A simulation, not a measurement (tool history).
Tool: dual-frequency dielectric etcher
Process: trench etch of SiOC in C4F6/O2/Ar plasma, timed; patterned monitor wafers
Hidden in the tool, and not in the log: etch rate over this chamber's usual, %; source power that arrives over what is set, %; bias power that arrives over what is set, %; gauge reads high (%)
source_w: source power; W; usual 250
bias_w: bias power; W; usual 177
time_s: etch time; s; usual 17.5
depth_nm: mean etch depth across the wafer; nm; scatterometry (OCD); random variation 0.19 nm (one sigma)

run   hour  source_w  bias_w  time_s  wafers since the last listed run  hours since the last wet clean  hours since the last source power generator calibration  hours since the last bias power generator calibration  hours since the last upper electrode change  hours since the gauge calibration  read-back reference wafer on the same gauge, depth_nm  depth_nm
  1      0       250     177    17.5                                 0                           328.4                                                   3519.2                                                 1312.4                                       5215.8                              396.1                                                  25.71     31.48
  2   22.7       250     177    17.5                               210                           351.1                                                   3541.9                                                 1335.1                                       5238.5                              418.8                                                  25.62     31.51
  3   36.5       250     195    17.5                               127                           364.9                                                   3555.7                                                 1348.9                                       5252.3                              432.6                                                  25.68     32.22
  4   51.3       250     177    17.5                               137                           379.7                                                   3570.5                                                 1363.7                                       5267.1                              447.4                                                  25.74     31.13
  5   70.3       250     177    17.5                               175                           398.7                                                   3589.5                                                 1382.7                                       5286.1                              466.4                                                  25.68     31.35
  6   84.1       250     177    17.5                               127                           412.5                                                   3603.3                                                 1396.5                                       5299.9                              480.2                                                  25.73     31.77
  7  110.7       250     177      16                               246                           439.1                                                   3629.9                                                 1423.1                                       5326.5                              506.8                                                  25.67     28.79
  8  128.9       250     177      16                               168                           457.3                                                   3648.1                                                 1441.3                                       5344.7                                525                                                  25.73     28.87
  9  153.2       250     177      16                               225                           481.6                                                   3672.4                                                 1465.6                                         5369                              549.3                                                  25.72     28.96
 10  172.8       250     177    17.5                               181                           501.2                                                     3692                                                 1485.2                                       5388.6                              568.9                                                  25.73     31.55
     206.3  -- wet clean of the chamber
 11  206.8       250     177    17.5                                92                             0.5                                                     3726                                                 1519.2                                       5422.6                              602.9                                                  25.71     30.61
 12  218.7       250     199    15.5                               110                            12.4                                                   3737.9                                                 1531.1                                       5434.5                              614.8                                                   25.7     28.12
 13  237.8       250     198    17.5                               176                            31.5                                                     3757                                                 1550.2                                       5453.6                              633.9                                                  25.67     31.94
     250.5  -- gauge calibrated
 14  302.4       250     177    17.5                               598                            96.1                                                   3821.6                                                 1614.8                                       5518.2                               51.9                                                  25.66     30.82
 15  316.1       250     143    19.5                               126                           109.8                                                   3835.3                                                 1628.5                                       5531.9                               65.6                                                  25.71     32.56
 16  350.2       250     177      14                               315                           143.9                                                   3869.4                                                 1662.6                                         5566                               99.7                                                   25.7     24.92
 17  364.3       250     199    15.5                               130                             158                                                   3883.5                                                 1676.7                                       5580.1                              113.8                                                  25.71     28.47
 18  385.6       290     177      14                               197                           179.3                                                   3904.8                                                   1698                                       5601.4                              135.1                                                  25.64     26.55
 19  409.4       190     205      15                               220                           203.1                                                   3928.6                                                 1721.8                                       5625.2                              158.9                                                  25.66     25.21
     431.3  -- source power generator calibrated
     432.4  -- bias power generator calibrated
 20  443.2       250     177    17.5                               265                           236.9                                                     11.9                                                   10.8                                         5659                              192.7                                                  25.67     31.16
       472  -- upper electrode replaced
 21  472.5       250     177    17.5                                49                           266.2                                                     41.2                                                   40.1                                          0.5                                222                                                  25.74      31.6
 22  493.5       250     177    17.5                               194                           287.2                                                     62.2                                                   61.1                                         21.5                                243                                                  25.66     31.45
 23  521.8       270     142      16                               262                           315.5                                                     90.5                                                   89.4                                         49.8                              271.3                                                  25.69      27.8
 24  536.1       220     177      14                               132                           329.8                                                    104.8                                                  103.7                                         64.1                              285.6                                                  25.69     24.29
 25  556.5       290     141      20                               188                           350.2                                                    125.2                                                  124.1                                         84.5                                306                                                  25.67     36.29
 26  583.8       250     177    17.5                               252                           377.5                                                    152.5                                                  151.4                                        111.8                              333.3                                                  25.64     31.65
 27  600.9       250     136    20.5                               158                           394.6                                                    169.6                                                  168.5                                        128.9                              350.4                                                  25.68     34.67
 28  618.4       250     177    17.5                               162                           412.1                                                    187.1                                                    186                                        146.4                              367.9                                                  25.68     31.72
 29    654       250     177    17.5                               329                           447.7                                                    222.7                                                  221.6                                          182                              403.5                                                   25.7     32.01
 30  668.9       250     190      13                               137                           462.6                                                    237.6                                                  236.5                                        196.9                              418.4                                                  25.67     24.46

4 ways to go on from here, each from the tool as it stands after run 30. What would each give?
  A  669.3       250     177    15.5                                 3                             463                                                      238                                                  236.9                                        197.3                              418.8                                                      ?         ?
  B  669.3       250     139    17.5                                 3                             463                                                      238                                                  236.9                                        197.3                              418.8                                                      ?         ?
  C  669.3       200     177    17.5                                 3                             463                                                      238                                                  236.9                                        197.3                              418.8                                                      ?         ?
  D  669.3       250     191    13.5                                 3                             463                                                      238                                                  236.9                                        197.3                              418.8                                                      ?         ?

run  read-back reference wafer on the same gauge, depth_nm  depth_nm
  A                                                  25.64     28.53
  B                                                  25.64        30
  C                                                  25.64     29.52
  D                                                  25.64     25.43
Without the tool's hidden state the same runs would have given:
run  depth_nm
  A     27.26
  B     28.67
  C     28.21
  D      24.3
